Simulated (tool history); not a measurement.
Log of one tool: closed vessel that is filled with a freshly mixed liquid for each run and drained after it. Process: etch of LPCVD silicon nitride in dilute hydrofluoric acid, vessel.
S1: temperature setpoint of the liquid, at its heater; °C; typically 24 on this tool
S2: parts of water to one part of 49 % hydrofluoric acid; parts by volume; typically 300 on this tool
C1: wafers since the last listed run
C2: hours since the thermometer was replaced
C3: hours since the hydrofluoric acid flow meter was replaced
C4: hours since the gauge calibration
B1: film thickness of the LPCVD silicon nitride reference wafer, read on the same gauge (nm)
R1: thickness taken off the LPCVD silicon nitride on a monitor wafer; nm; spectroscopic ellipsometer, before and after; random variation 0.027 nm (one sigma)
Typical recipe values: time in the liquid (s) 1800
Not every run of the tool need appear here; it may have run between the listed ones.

{"run": 1, "hour": 0.0, "S1": 22, "S2": 300, "time in the liquid (s)": 2650, "C1": 0, "C2": 56, "C3": 679.3, "C4": 12.7, "B1": 129.974, "R1": 4.281}
{"run": 2, "hour": 44.3, "S1": 24, "S2": 300, "time in the liquid (s)": 1800, "C1": 1041, "C2": 100.3, "C3": 723.6, "C4": 57, "B1": 130.008, "R1": 3.242}
{"run": 3, "hour": 91.0, "S1": 24, "S2": 300, "time in the liquid (s)": 1800, "C1": 1098, "C2": 147, "C3": 770.3, "C4": 103.7, "B1": 130.044, "R1": 3.3}
{"run": 4, "hour": 147.9, "S1": 24, "S2": 300, "time in the liquid (s)": 1800, "C1": 1337, "C2": 203.9, "C3": 827.2, "C4": 160.6, "B1": 129.981, "R1": 3.263}
{"run": 5, "hour": 191.7, "S1": 24, "S2": 355, "time in the liquid (s)": 1800, "C1": 1029, "C2": 247.7, "C3": 871, "C4": 204.4, "B1": 129.986, "R1": 2.76}
{"run": 6, "hour": 230.0, "S1": 24, "S2": 300, "time in the liquid (s)": 1800, "C1": 900, "C2": 286, "C3": 909.3, "C4": 242.7, "B1": 129.965, "R1": 3.24}
{"run": 7, "hour": 282.5, "S1": 24, "S2": 300, "time in the liquid (s)": 1800, "C1": 1234, "C2": 338.5, "C3": 961.8, "C4": 295.2, "B1": 130.041, "R1": 3.231}
{"run": 8, "hour": 336.6, "S1": 24, "S2": 300, "time in the liquid (s)": 1800, "C1": 1272, "C2": 392.6, "C3": 1015.9, "C4": 349.3, "B1": 129.987, "R1": 3.277}
{"run": 9, "hour": 371.9, "S1": 27.5, "S2": 300, "time in the liquid (s)": 1800, "C1": 830, "C2": 427.9, "C3": 1051.2, "C4": 384.6, "B1": 129.978, "R1": 4.015}
{"run": 10, "hour": 443.7, "S1": 27.5, "S2": 300, "time in the liquid (s)": 1800, "C1": 1688, "C2": 499.7, "C3": 1123, "C4": 456.4, "B1": 129.998, "R1": 4.019}
{"hour": 476.4, "done": "thermometer replaced"}
{"run": 11, "hour": 481.4, "S1": 24, "S2": 300, "time in the liquid (s)": 1800, "C1": 862, "C2": 5, "C3": 1160.7, "C4": 494.1, "B1": 129.969, "R1": 3.204}
{"run": 12, "hour": 536.3, "S1": 24, "S2": 300, "time in the liquid (s)": 1040, "C1": 1290, "C2": 59.9, "C3": 1215.6, "C4": 549, "B1": 129.969, "R1": 1.867}
{"run": 13, "hour": 594.2, "S1": 24, "S2": 220, "time in the liquid (s)": 2105, "C1": 1361, "C2": 117.8, "C3": 1273.5, "C4": 606.9, "B1": 130.014, "R1": 5.119}
{"hour": 605.5, "done": "gauge calibrated"}
{"run": 14, "hour": 628.1, "S1": 24, "S2": 220, "time in the liquid (s)": 2105, "C1": 797, "C2": 151.7, "C3": 1307.4, "C4": 22.6, "B1": 129.995, "R1": 5.136}
{"run": 15, "hour": 662.3, "S1": 24, "S2": 300, "time in the liquid (s)": 1800, "C1": 804, "C2": 185.9, "C3": 1341.6, "C4": 56.8, "B1": 129.955, "R1": 3.261}
{"run": 16, "hour": 708.8, "S1": 24, "S2": 300, "time in the liquid (s)": 1800, "C1": 1093, "C2": 232.4, "C3": 1388.1, "C4": 103.3, "B1": 130.003, "R1": 3.158}
{"run": 17, "hour": 769.8, "S1": 24, "S2": 300, "time in the liquid (s)": 1800, "C1": 1434, "C2": 293.4, "C3": 1449.1, "C4": 164.3, "B1": 130.023, "R1": 3.173}
{"hour": 811.2, "done": "hydrofluoric acid flow meter replaced"}
{"run": 18, "hour": 833.6, "S1": 22.5, "S2": 240, "time in the liquid (s)": 1800, "C1": 1476, "C2": 357.2, "C3": 22.4, "C4": 228.1, "B1": 129.99, "R1": 3.782}
{"run": 19, "hour": 894.1, "S1": 26, "S2": 165, "time in the liquid (s)": 2730, "C1": 1422, "C2": 417.7, "C3": 82.9, "C4": 288.6, "B1": 129.994, "R1": 10.606}
{"run": 20, "hour": 941.6, "S1": 24, "S2": 190, "time in the liquid (s)": 2535, "C1": 1116, "C2": 465.2, "C3": 130.4, "C4": 336.1, "B1": 129.999, "R1": 7.554}
{"run": 21, "hour": 980.2, "S1": 24, "S2": 300, "time in the liquid (s)": 1800, "C1": 907, "C2": 503.8, "C3": 169, "C4": 374.7, "B1": 130.004, "R1": 3.362}
{"hour": 987.3, "done": "thermometer replaced"}
{"run": 22, "hour": 1037.6, "S1": 21.5, "S2": 430, "time in the liquid (s)": 1800, "C1": 1326, "C2": 50.3, "C3": 226.4, "C4": 432.1, "B1": 129.982, "R1": 1.997}
{"run": 23, "hour": 1101.9, "S1": 24, "S2": 220, "time in the liquid (s)": 2105, "C1": 1511, "C2": 114.6, "C3": 290.7, "C4": 496.4, "B1": 129.989, "R1": 5.335}
{"run": 24, "hour": 1126.3, "S1": 24, "S2": 300, "time in the liquid (s)": 2100, "C1": 573, "C2": 139, "C3": 315.1, "C4": 520.8, "B1": 130.02, "R1": 3.891}
{"run": 25, "hour": 1177.4, "S1": 27, "S2": 245, "time in the liquid (s)": 2415, "C1": 1201, "C2": 190.1, "C3": 366.2, "C4": 571.9, "B1": 130.002, "R1": 6.507}
{"run": 26, "hour": 1233.9, "S1": 27, "S2": 300, "time in the liquid (s)": 1800, "C1": 1328, "C2": 246.6, "C3": 422.7, "C4": 628.4, "B1": 130.024, "R1": 3.956}
{"hour": 1283.3, "done": "gauge calibrated"}
{"run": 27, "hour": 1284.4, "S1": 24, "S2": 175, "time in the liquid (s)": 2340, "C1": 1187, "C2": 297.1, "C3": 473.2, "C4": 1.1, "B1": 130.003, "R1": 7.303}
{"run": 28, "hour": 1407.4, "S1": 24, "S2": 375, "time in the liquid (s)": 805, "C1": 2892, "C2": 420.1, "C3": 596.2, "C4": 124.1, "B1": 130.018, "R1": 1.181}

4 ways to go on from here, each from the tool as it stands after run 28. What would each give?
{"run": "A", "hour": 1408.6, "S1": 24, "S2": 300, "time in the liquid (s)": 1800, "C1": 28, "C2": 421.3, "C3": 597.4, "C4": 125.3, "B1": "?", "R1": "?"}
{"run": "B", "hour": 1408.6, "S1": 29, "S2": 300, "time in the liquid (s)": 2625, "C1": 28, "C2": 421.3, "C3": 597.4, "C4": 125.3, "B1": "?", "R1": "?"}
{"run": "C", "hour": 1408.6, "S1": 26.5, "S2": 375, "time in the liquid (s)": 1250, "C1": 28, "C2": 421.3, "C3": 597.4, "C4": 125.3, "B1": "?", "R1": "?"}
{"run": "D", "hour": 1408.6, "S1": 26, "S2": 450, "time in the liquid (s)": 1100, "C1": 28, "C2": 421.3, "C3": 597.4, "C4": 125.3, "B1": "?", "R1": "?"}

run=A B1=130.009 R1=3.318
run=B B1=130.009 R1=6.511
run=C B1=130.009 R1=2.139
run=D B1=130.009 R1=1.522
The same runs, with their run-to-run variation unchanged, on a tool lacking any hidden condition would have given:
run=A R1=3.399
run=B R1=6.675
run=C R1=2.192
run=D R1=1.56
